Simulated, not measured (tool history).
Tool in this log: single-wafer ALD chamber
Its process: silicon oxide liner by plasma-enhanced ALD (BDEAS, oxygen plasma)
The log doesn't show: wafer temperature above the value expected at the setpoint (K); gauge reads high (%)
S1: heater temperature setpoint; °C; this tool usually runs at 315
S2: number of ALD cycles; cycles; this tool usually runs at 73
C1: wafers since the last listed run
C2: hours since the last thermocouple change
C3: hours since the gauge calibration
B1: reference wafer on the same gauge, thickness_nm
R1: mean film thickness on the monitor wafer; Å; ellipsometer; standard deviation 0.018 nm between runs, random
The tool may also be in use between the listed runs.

{"run": 1, "hour": 0.0, "S1": 315, "S2": 73, "C1": 0, "C2": 1376.8, "C3": 418.9, "B1": 6.648, "R1": 71.73}
{"run": 2, "hour": 19.6, "S1": 315, "S2": 73, "C1": 60, "C2": 1396.4, "C3": 438.5, "B1": 6.657, "R1": 71.79}
{"run": 3, "hour": 36.0, "S1": 315, "S2": 73, "C1": 50, "C2": 1412.8, "C3": 454.9, "B1": 6.666, "R1": 72.07}
{"hour": 43.3, "done": "gauge calibrated"}
{"run": 4, "hour": 57.4, "S1": 315, "S2": 67, "C1": 66, "C2": 1434.2, "C3": 14.1, "B1": 6.554, "R1": 64.75}
{"run": 5, "hour": 75.2, "S1": 315, "S2": 67, "C1": 55, "C2": 1452, "C3": 31.9, "B1": 6.556, "R1": 64.67}
{"run": 6, "hour": 97.2, "S1": 315, "S2": 67, "C1": 67, "C2": 1474, "C3": 53.9, "B1": 6.56, "R1": 65.13}
{"run": 7, "hour": 125.3, "S1": 315, "S2": 73, "C1": 86, "C2": 1502.1, "C3": 82, "B1": 6.56, "R1": 70.85}
{"run": 8, "hour": 149.3, "S1": 315, "S2": 73, "C1": 74, "C2": 1526.1, "C3": 106, "B1": 6.564, "R1": 70.94}
{"run": 9, "hour": 188.9, "S1": 304, "S2": 73, "C1": 122, "C2": 1565.7, "C3": 145.6, "B1": 6.567, "R1": 71.62}
{"run": 10, "hour": 222.8, "S1": 315, "S2": 73, "C1": 104, "C2": 1599.6, "C3": 179.5, "B1": 6.572, "R1": 70.85}
{"run": 11, "hour": 245.3, "S1": 315, "S2": 73, "C1": 69, "C2": 1622.1, "C3": 202, "B1": 6.578, "R1": 70.65}
{"run": 12, "hour": 263.1, "S1": 315, "S2": 73, "C1": 55, "C2": 1639.9, "C3": 219.8, "B1": 6.581, "R1": 71.03}
{"run": 13, "hour": 277.5, "S1": 315, "S2": 73, "C1": 44, "C2": 1654.3, "C3": 234.2, "B1": 6.586, "R1": 71.24}
{"run": 14, "hour": 309.7, "S1": 315, "S2": 73, "C1": 99, "C2": 1686.5, "C3": 266.4, "B1": 6.594, "R1": 71.13}
{"run": 15, "hour": 339.1, "S1": 315, "S2": 73, "C1": 90, "C2": 1715.9, "C3": 295.8, "B1": 6.602, "R1": 71.2}
{"run": 16, "hour": 356.5, "S1": 315, "S2": 73, "C1": 53, "C2": 1733.3, "C3": 313.2, "B1": 6.607, "R1": 71.4}
{"run": 17, "hour": 388.7, "S1": 315, "S2": 73, "C1": 99, "C2": 1765.5, "C3": 345.4, "B1": 6.618, "R1": 71.33}
{"run": 18, "hour": 414.1, "S1": 306, "S2": 60, "C1": 78, "C2": 1790.9, "C3": 370.8, "B1": 6.631, "R1": 59.4}
{"hour": 431.9, "done": "thermocouple changed; heater temperature recalibrated"}
{"run": 19, "hour": 432.7, "S1": 330, "S2": 62, "C1": 32, "C2": 0.8, "C3": 389.4, "B1": 6.635, "R1": 59.69}
{"run": 20, "hour": 445.8, "S1": 315, "S2": 68, "C1": 40, "C2": 13.9, "C3": 402.5, "B1": 6.643, "R1": 66.88}
{"run": 21, "hour": 458.7, "S1": 315, "S2": 81, "C1": 39, "C2": 26.8, "C3": 415.4, "B1": 6.645, "R1": 79.51}
{"run": 22, "hour": 477.2, "S1": 315, "S2": 73, "C1": 57, "C2": 45.3, "C3": 433.9, "B1": 6.653, "R1": 71.78}
{"run": 23, "hour": 503.3, "S1": 303, "S2": 87, "C1": 80, "C2": 71.4, "C3": 460, "B1": 6.665, "R1": 87.21}
{"run": 24, "hour": 533.2, "S1": 326, "S2": 73, "C1": 92, "C2": 101.3, "C3": 489.9, "B1": 6.684, "R1": 71.23}
{"run": 25, "hour": 562.1, "S1": 324, "S2": 60, "C1": 89, "C2": 130.2, "C3": 518.8, "B1": 6.698, "R1": 58.73}
{"run": 26, "hour": 584.6, "S1": 315, "S2": 73, "C1": 69, "C2": 152.7, "C3": 541.3, "B1": 6.713, "R1": 72.46}
{"hour": 589.1, "done": "gauge calibrated"}
{"run": 27, "hour": 605.9, "S1": 304, "S2": 78, "C1": 65, "C2": 174, "C3": 16.8, "B1": 6.577, "R1": 76.46}
{"run": 28, "hour": 627.7, "S1": 315, "S2": 73, "C1": 67, "C2": 195.8, "C3": 38.6, "B1": 6.575, "R1": 71.09}
{"run": 29, "hour": 646.1, "S1": 309, "S2": 59, "C1": 56, "C2": 214.2, "C3": 57, "B1": 6.576, "R1": 57.87}
{"run": 30, "hour": 674.6, "S1": 300, "S2": 61, "C1": 88, "C2": 242.7, "C3": 85.5, "B1": 6.575, "R1": 60.14}
{"run": 31, "hour": 695.1, "S1": 315, "S2": 73, "C1": 63, "C2": 263.2, "C3": 106, "B1": 6.579, "R1": 70.94}
{"run": 32, "hour": 718.0, "S1": 328, "S2": 64, "C1": 70, "C2": 286.1, "C3": 128.9, "B1": 6.585, "R1": 61.57}
{"run": 33, "hour": 749.6, "S1": 306, "S2": 61, "C1": 97, "C2": 317.7, "C3": 160.5, "B1": 6.588, "R1": 59.96}
{"run": 34, "hour": 776.9, "S1": 315, "S2": 73, "C1": 84, "C2": 345, "C3": 187.8, "B1": 6.591, "R1": 71.05}
{"run": 35, "hour": 807.5, "S1": 310, "S2": 73, "C1": 94, "C2": 375.6, "C3": 218.4, "B1": 6.599, "R1": 71.73}

Consider 5 possible next runs. They are alternatives, not a sequence: every one starts from the tool as it was left by run 35. What does each give?
{"run": "A", "hour": 808.0, "S1": 305, "S2": 73, "C1": 1, "C2": 376.1, "C3": 218.9, "B1": "?", "R1": "?"}
{"run": "B", "hour": 808.0, "S1": 315, "S2": 82, "C1": 1, "C2": 376.1, "C3": 218.9, "B1": "?", "R1": "?"}
{"run": "C", "hour": 808.0, "S1": 325, "S2": 73, "C1": 1, "C2": 376.1, "C3": 218.9, "B1": "?", "R1": "?"}
{"run": "D", "hour": 808.0, "S1": 315, "S2": 86, "C1": 1, "C2": 376.1, "C3": 218.9, "B1": "?", "R1": "?"}
{"run": "E", "hour": 808.0, "S1": 310, "S2": 87, "C1": 1, "C2": 376.1, "C3": 218.9, "B1": "?", "R1": "?"}

run=A B1=6.598 R1=71.81
run=B B1=6.598 R1=79.67
run=C B1=6.598 R1=70.03
run=D B1=6.598 R1=83.55
run=E B1=6.598 R1=85.06
The same runs, with their run-to-run variation unchanged, on a tool lacking any hidden condition would have given:
run=A R1=71.38
run=B R1=79.19
run=C R1=69.61
run=D R1=83.05
run=E R1=84.55

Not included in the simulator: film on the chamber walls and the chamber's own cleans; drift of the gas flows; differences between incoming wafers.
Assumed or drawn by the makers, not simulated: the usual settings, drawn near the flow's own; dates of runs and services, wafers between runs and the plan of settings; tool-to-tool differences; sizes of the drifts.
